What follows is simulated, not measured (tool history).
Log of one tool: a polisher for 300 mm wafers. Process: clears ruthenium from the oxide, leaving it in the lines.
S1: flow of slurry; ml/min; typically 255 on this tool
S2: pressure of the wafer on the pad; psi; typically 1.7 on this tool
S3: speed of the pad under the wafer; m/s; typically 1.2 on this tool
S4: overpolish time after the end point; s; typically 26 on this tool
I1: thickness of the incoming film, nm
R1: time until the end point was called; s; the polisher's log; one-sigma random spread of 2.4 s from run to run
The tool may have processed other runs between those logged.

run,hour,S1,S2,S3,S4,I1,R1
1,0,255,1.7,1.2,26,122.7,146.5
# hour 2.1: head pressure recalibrated
2,20,255,1.7,1.2,26,120,141.2
3,37.9,255,1.7,1.2,26,120.1,148.3
4,71.8,255,1.7,1.2,26,119.5,148.5
5,86.3,255,1.7,1.2,26,120.9,150.3
# hour 97: worn pad replaced by a new one
6,106.9,255,1.7,1.2,26,121.3,132.1
7,125.2,255,2.1,1.2,26,118.7,105.9
8,153.2,255,1.7,1.2,26,121.2,134.8
9,175.8,255,1.7,1.2,26,120.7,137.6
10,197.2,255,1.7,1.2,26,120.8,141.5
# hour 200.7: slurry nozzle cleaned
11,209.6,255,1.7,1.2,26,120,143.1
12,238.4,255,1.7,1.2,26,118.2,143.2
# hour 261: worn pad replaced by a new one
13,273.2,255,1.7,1.04,36,119.9,155
14,286.3,255,1.7,1.04,36,119.6,156.4
15,310,255,1.7,1.04,36,121.3,165
16,340.1,255,1.7,1.2,26,119.9,141.1
17,367.2,255,1.7,1.2,26,121.9,150.1
18,388,255,1.7,1.2,26,119,145.4
# hour 406.5: worn pad replaced by a new one
19,413.2,255,1.7,1.2,26,121,131.3
20,447.8,255,2.1,1.2,26,119.8,111.9
21,464.8,255,1.7,1.2,26,119.7,134.5
22,491.4,220,1.7,0.94,41,120.3,178.6
23,511.5,255,1.7,1.2,26,119.5,145
# hour 533.7: head pressure recalibrated
24,534.2,320,1.7,0.98,11,119.4,174.7
25,548.7,255,1.7,1.36,41,121.1,128.7
# hour 560.4: slurry nozzle cleaned
26,561,255,1.5,1.2,26,118.8,172.3
# hour 575.5: worn pad replaced by a new one
27,589.3,255,1.7,1.2,26,118.8,134.6
28,616.5,255,1.7,0.86,26,120.5,186.2
29,645.8,320,1.1,1.6,26,120.7,159
30,672.5,285,1.2,1.2,38,120.6,200.6
31,685.3,255,1.7,1.2,26,118.9,140.8
32,715.2,255,1.1,1.2,26,120.2,230.3
33,734.3,255,1.9,1.2,26,121,131
34,746.7,195,1.2,1.2,13,120.3,217.1
# hour 751.4: worn pad replaced by a new one
35,781.1,255,1.9,1.2,20,120,118.9
36,810.8,255,1.3,0.98,13,118.2,219.4

Below, some changes in R1 between adjacent runs. For each, the amount present without the hidden state too (settings, incoming material, random variation) and the amount remaining for the hidden state with gauge scatter not shared by both compared results:
The tool's hidden condition here consists of: removal rate lost through wear of the pad, %; slurry flow missing at the pad, %; deviation of the head's pressure from its setpoint, %.
Run 5 -> 6: worn pad replaced by a new one. R1 -18.2 s: hidden state -18.9, all else +0.7.
Run 26 -> 27: S2 1.5 -> 1.7, worn pad replaced by a new one. R1 -37.7 s: hidden state -20.2, all else -17.5.
Run 32 -> 33: S2 1.1 -> 1.9. R1 -99.3 s: hidden state -8.5, all else -90.8.
Run 34 -> 35: S1 195 -> 255, S2 1.2 -> 1.9, S4 13 -> 20, worn pad replaced by a new one. R1 -98.2 s: hidden state -22.7, all else -75.5.
Run 35 -> 36: S2 1.9 -> 1.3, S3 1.2 -> 0.98, S4 20 -> 13. R1 +100.5 s: hidden state +9.1, all else +91.4.
